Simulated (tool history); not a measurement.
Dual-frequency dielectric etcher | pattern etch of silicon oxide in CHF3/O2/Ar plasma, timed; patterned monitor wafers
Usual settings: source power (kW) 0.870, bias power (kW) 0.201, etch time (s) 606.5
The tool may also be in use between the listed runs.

run,hour,source power (kW),bias power (kW),etch time (s),"read-back reference wafer on the same gauge, depth_nm",mean etch depth across the wafer (nm)
1,0.0,0.870,0.238,606.5,1291.2,1606.6
2,48.1,0.870,0.225,606.5,1290.5,1572.4
3,97.9,0.870,0.232,606.5,1289.9,1591.7
4,238.0,0.870,0.232,606.5,1289.3,1602.9
5,299.0,0.870,0.201,606.5,1291.0,1501.5
6,342.9,0.870,0.201,606.5,1290.1,1504.8
# hour 373.4: wet clean of the chamber
7,403.4,0.870,0.201,606.5,1289.6,1473.8
8,468.5,0.720,0.201,606.5,1289.6,1309.8
9,497.4,0.870,0.201,606.5,1290.2,1481.1
10,564.0,0.790,0.188,606.5,1288.5,1349.9
11,592.6,1.000,0.217,449.0,1288.8,1246.9
# hour 757.9: bias power generator calibrated
12,790.4,0.870,0.174,606.5,1289.6,1405.5
# hour 830.1: wet clean of the chamber
13,830.6,0.960,0.238,760.5,1289.3,2142.3
14,888.4,0.870,0.201,554.5,1290.4,1362.5
15,959.2,0.800,0.230,713.0,1289.9,1776.8
16,1025.3,0.870,0.201,606.5,1288.4,1498.7
# hour 1071.3: source power generator calibrated
17,1078.3,1.080,0.226,505.0,1288.3,1502.0
18,1113.2,0.870,0.174,553.5,1289.4,1278.2
19,1176.4,0.870,0.201,606.5,1289.2,1511.5
20,1201.2,0.870,0.201,506.0,1288.6,1264.3
21,1243.6,0.870,0.201,544.5,1289.5,1365.6
# hour 1263.1: gauge calibrated
# hour 1267.7: upper electrode replaced
22,1276.4,0.940,0.231,786.0,1290.3,2213.6
23,1334.2,0.870,0.166,671.5,1289.1,1528.9
# hour 1370.1: wet clean of the chamber
24,1370.6,1.070,0.201,547.5,1290.0,1492.7
25,1397.6,0.870,0.201,606.5,1289.9,1477.4
26,1459.5,0.790,0.244,548.5,1289.6,1385.2
27,1504.8,0.870,0.201,659.0,1290.1,1609.6
28,1671.4,0.870,0.174,553.5,1290.3,1273.3

5 ways to go on from here, each from the tool as it stands after run 28. What would each give?
A,1672.0,0.870,0.221,606.5,?,?
B,1672.0,0.760,0.184,436.5,?,?
C,1672.0,0.960,0.244,606.5,?,?
D,1672.0,0.930,0.201,606.5,?,?
E,1672.0,0.800,0.173,509.5,?,?

run,"read-back reference wafer on the same gauge, depth_nm",mean etch depth across the wafer (nm)
A,1289.4,1569.8
B,1289.4,944.5
C,1289.4,1745.9
D,1289.4,1558.6
E,1289.4,1104.4
Without the tool's hidden state the same runs would have given:
run,mean etch depth across the wafer (nm)
A,1539.3
B,926.2
C,1711.9
D,1528.4
E,1082.9

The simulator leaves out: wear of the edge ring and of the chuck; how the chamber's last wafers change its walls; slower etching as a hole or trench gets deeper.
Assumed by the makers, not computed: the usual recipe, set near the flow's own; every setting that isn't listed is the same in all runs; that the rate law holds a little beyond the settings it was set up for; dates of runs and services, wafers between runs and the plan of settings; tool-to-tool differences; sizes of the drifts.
